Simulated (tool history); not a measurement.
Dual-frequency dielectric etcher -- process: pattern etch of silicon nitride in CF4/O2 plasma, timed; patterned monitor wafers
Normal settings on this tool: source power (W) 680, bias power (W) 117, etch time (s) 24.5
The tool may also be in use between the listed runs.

run,hour,source power (W),bias power (W),etch time (s),"read-back reference wafer on the same gauge, depth_nm",mean etch depth across the wafer (angstrom)
1,0.0,680,117,24.5,46.7,549
2,8.3,680,96,24.5,46.7,519
# hour 13.2: bias power generator calibrated
3,20.2,680,96,24.5,46.7,518
4,28.0,680,96,24.5,46.7,517
5,35.6,680,117,24.5,46.7,550
6,50.6,680,117,24.5,46.7,549
7,57.8,610,117,24.5,46.7,520
8,69.4,610,117,24.5,46.7,520
9,86.9,680,117,24.5,46.7,548
10,93.4,740,129,31.5,46.7,754
11,106.8,680,117,31.5,46.7,701
# hour 141.0: upper electrode replaced
12,141.5,730,90,31.0,46.7,664
13,141.8,610,95,31.5,46.7,627
14,142.1,540,134,29.0,46.7,606
# hour 149.2: gauge calibrated
# hour 168.7: wet clean of the chamber
15,169.2,540,137,32.0,46.7,681
16,169.6,680,98,17.5,46.7,374
17,175.3,680,96,24.5,46.7,520
18,185.5,680,117,28.0,46.7,629
19,195.0,830,143,19.5,46.7,515
20,207.0,740,117,27.5,46.7,642
# hour 219.5: source power generator calibrated
21,220.0,680,144,20.0,46.7,487
22,232.6,830,101,19.5,46.7,472
23,248.7,680,117,24.5,46.7,559
24,259.2,850,117,21.5,46.7,550
25,268.3,680,117,20.5,46.7,469
26,276.7,680,117,24.5,46.7,559
27,288.2,680,105,29.0,46.7,642
28,299.3,680,117,24.5,46.7,557
29,314.0,680,144,20.0,46.7,486

For each run, what was the tool's unlogged condition?
bias power that arrives over what is set, %: 0, the same for each run
gauge reads high (%): 0, the same for each run
H1: etch rate over this chamber's usual, %
H2: source power that arrives over what is set, %
run,H1,H2
1,-0.662,-2.75
2,-0.678,-2.79
3,-0.701,-2.84
4,-0.716,-2.88
5,-0.731,-2.91
6,-0.76,-2.98
7,-0.774,-3.02
8,-0.797,-3.07
9,-0.83,-3.16
10,-0.843,-3.19
11,-0.869,-3.26
12,-0.936,-3.43
13,-0.937,-3.43
14,-0.938,-3.43
15,0.00705,-3.57
16,0.00628,-3.57
17,-0.00478,-3.6
18,-0.0246,-3.66
19,-0.043,-3.71
20,-0.0663,-3.77
21,-0.0915,-0.0568
22,-0.116,-0.0571
23,-0.147,-0.0583
24,-0.168,-0.0596
25,-0.185,-0.061
26,-0.201,-0.0626
27,-0.224,-0.0651
28,-0.245,-0.068
29,-0.274,-0.0724
